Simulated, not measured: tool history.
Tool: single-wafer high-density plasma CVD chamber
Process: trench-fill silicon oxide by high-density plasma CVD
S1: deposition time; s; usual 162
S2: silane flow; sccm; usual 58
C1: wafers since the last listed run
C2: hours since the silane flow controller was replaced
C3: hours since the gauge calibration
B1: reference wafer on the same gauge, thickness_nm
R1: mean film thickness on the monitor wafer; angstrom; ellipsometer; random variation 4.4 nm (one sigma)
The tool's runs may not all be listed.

run	day	S1	S2	C1	C2	C3	B1	R1
1	0	162	58	0	2761.3	481.1	881.893	8937.36
2	2.042	162	58	495	2810.3	530.1	879.133	8861.87
3	4.479	162	58	591	2868.8	588.6	880.4	8894.32
4	9.5	162	58	1218	2989.3	709.1	880.066	8934.05
5	11.338	162	58	445	3033.4	753.2	881.713	8886.39
6	12.417	162	58	261	3059.3	779.1	879.126	8771.99
7	13.629	162	58	294	3088.4	808.2	880.597	8879.32
8	15.896	162	58	550	3142.8	862.6	880.989	8868.18
9	17.238	162	58	325	3175	894.8	879.602	8909.79
# day 19.788: silane flow controller replaced
10	19.808	162	58	543	0.5	956.5	880.728	8471.48
11	22.004	162	58	532	53.2	1009.2	881.52	8497.84
12	24.092	162	58	506	103.3	1059.3	880.362	8612.2
# day 28.538: silane flow controller replaced, repeated, since the last time left the tool worse
13	28.833	162	58	1069	7.1	1173.1	881.002	9226.03
14	31.071	136	54	543	60.8	1226.8	882.66	7196.67
15	32.45	162	69	334	93.9	1259.9	878.386	11015.29
16	33.917	162	58	355	129.1	1295.1	880.554	9205.2
17	35.533	175	62	392	167.9	1333.9	878.946	10557.84
18	38.088	146	52	619	229.2	1395.2	878.151	7415.25
# day 38.242: gauge calibrated
19	39.65	162	64	379	266.7	33.8	880.139	10190.89
20	40.675	144	62	248	291.3	58.4	880.019	8646.4
21	43.612	151	58	712	361.8	128.9	879.549	8545.94
22	45	173	58	336	395.1	162.2	880.158	9758.91
23	47.179	132	62	528	447.4	214.5	878.484	7957.91
24	49.271	191	63	507	497.6	264.7	879.755	11780.85
25	50.754	162	58	360	533.2	300.3	878.853	9169.96
26	52.596	162	51	446	577.4	344.5	879.172	8082.67
27	54.817	162	58	539	630.7	397.8	879.327	9150.09

Hidden state at the last listed run before each entry between runs and at the first one after, where it differs:
Between runs 9 and 10: silane flow controller replaced (day 19.788)
  delivered silane flow above the setpoint (%): -3.91 -> -7.54
  measured less the result without the state, R1: -362.1 -> -690.94 angstrom
Between runs 12 and 13: silane flow controller replaced, repeated, since the last time left the tool worse (day 28.538)
  delivered silane flow above the setpoint (%): -7.67 -> 0.163
  measured less the result without the state, R1: -715.32 -> +15.05 angstrom
Between runs 18 and 19: gauge calibrated (day 38.242)
  delivered silane flow above the setpoint (%): -0.113 -> -0.16
  measured less the result without the state, R1: -8.38 -> -16.28 angstrom
